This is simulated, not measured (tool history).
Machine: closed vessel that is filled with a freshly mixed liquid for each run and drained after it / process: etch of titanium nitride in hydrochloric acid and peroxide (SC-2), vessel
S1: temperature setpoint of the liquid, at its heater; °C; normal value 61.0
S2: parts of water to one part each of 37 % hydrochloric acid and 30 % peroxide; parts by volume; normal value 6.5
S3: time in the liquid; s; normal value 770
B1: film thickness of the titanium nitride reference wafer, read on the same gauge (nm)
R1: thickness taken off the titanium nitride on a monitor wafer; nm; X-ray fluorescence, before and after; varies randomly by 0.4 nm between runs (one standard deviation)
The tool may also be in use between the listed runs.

run 1 day=0.000 | S1=61.0 S2=6.5 S3=770 | B1=89.98 | R1=45.02
run 2 day=2.808 | S1=61.0 S2=6.5 S3=770 | B1=90.03 | R1=44.04
run 3 day=5.742 | S1=61.0 S2=6.5 S3=770 | B1=90.04 | R1=43.67
run 4 day=9.362 | S1=61.0 S2=6.5 S3=770 | B1=90.00 | R1=44.09
run 5 day=11.404 | S1=61.0 S2=6.5 S3=770 | B1=90.06 | R1=44.21
run 6 day=13.917 | S1=61.0 S2=6.5 S3=770 | B1=90.03 | R1=44.05
run 7 day=16.888 | S1=61.0 S2=6.5 S3=770 | B1=89.98 | R1=43.65
-- day=19.821 new drum of peroxide connected
run 8 day=21.017 | S1=61.0 S2=6.5 S3=770 | B1=90.01 | R1=41.86
run 9 day=25.212 | S1=55.0 S2=6.5 S3=1000 | B1=89.99 | R1=37.23
-- day=26.929 new drum of peroxide connected, repeated, since the last time left the tool worse
-- day=27.383 thermometer replaced
run 10 day=29.150 | S1=61.0 S2=6.5 S3=1230 | B1=90.03 | R1=72.67
run 11 day=31.762 | S1=56.5 S2=9.0 S3=770 | B1=89.96 | R1=26.76
run 12 day=33.562 | S1=67.0 S2=8.0 S3=450 | B1=90.04 | R1=33.27
-- day=33.675 gauge calibrated
-- day=34.358 chemicals flow meter replaced
run 13 day=38.033 | S1=61.0 S2=6.5 S3=770 | B1=89.99 | R1=46.10
run 14 day=39.538 | S1=61.0 S2=6.5 S3=770 | B1=90.00 | R1=45.41
run 15 day=43.004 | S1=58.0 S2=5.5 S3=630 | B1=90.00 | R1=35.17
run 16 day=44.588 | S1=55.5 S2=9.0 S3=1065 | B1=90.04 | R1=34.90

List, for all runs, the conditions of the tool that the log does not record:
liquid colder than its thermometer reads (K): 0 across all the runs
chemicals flow below the setpoint (%): 0 across all the runs
gauge reads high (%): 0 across all the runs
H1: peroxide weaker than its label (%)
run=1 H1=3.62
run=2 H1=3.9
run=3 H1=4.19
run=4 H1=4.54
run=5 H1=4.74
run=6 H1=4.99
run=7 H1=5.28
run=8 H1=9.82
run=9 H1=10.2
run=10 H1=0.244
run=11 H1=0.501
run=12 H1=0.679
run=13 H1=1.12
run=14 H1=1.27
run=15 H1=1.61
run=16 H1=1.77
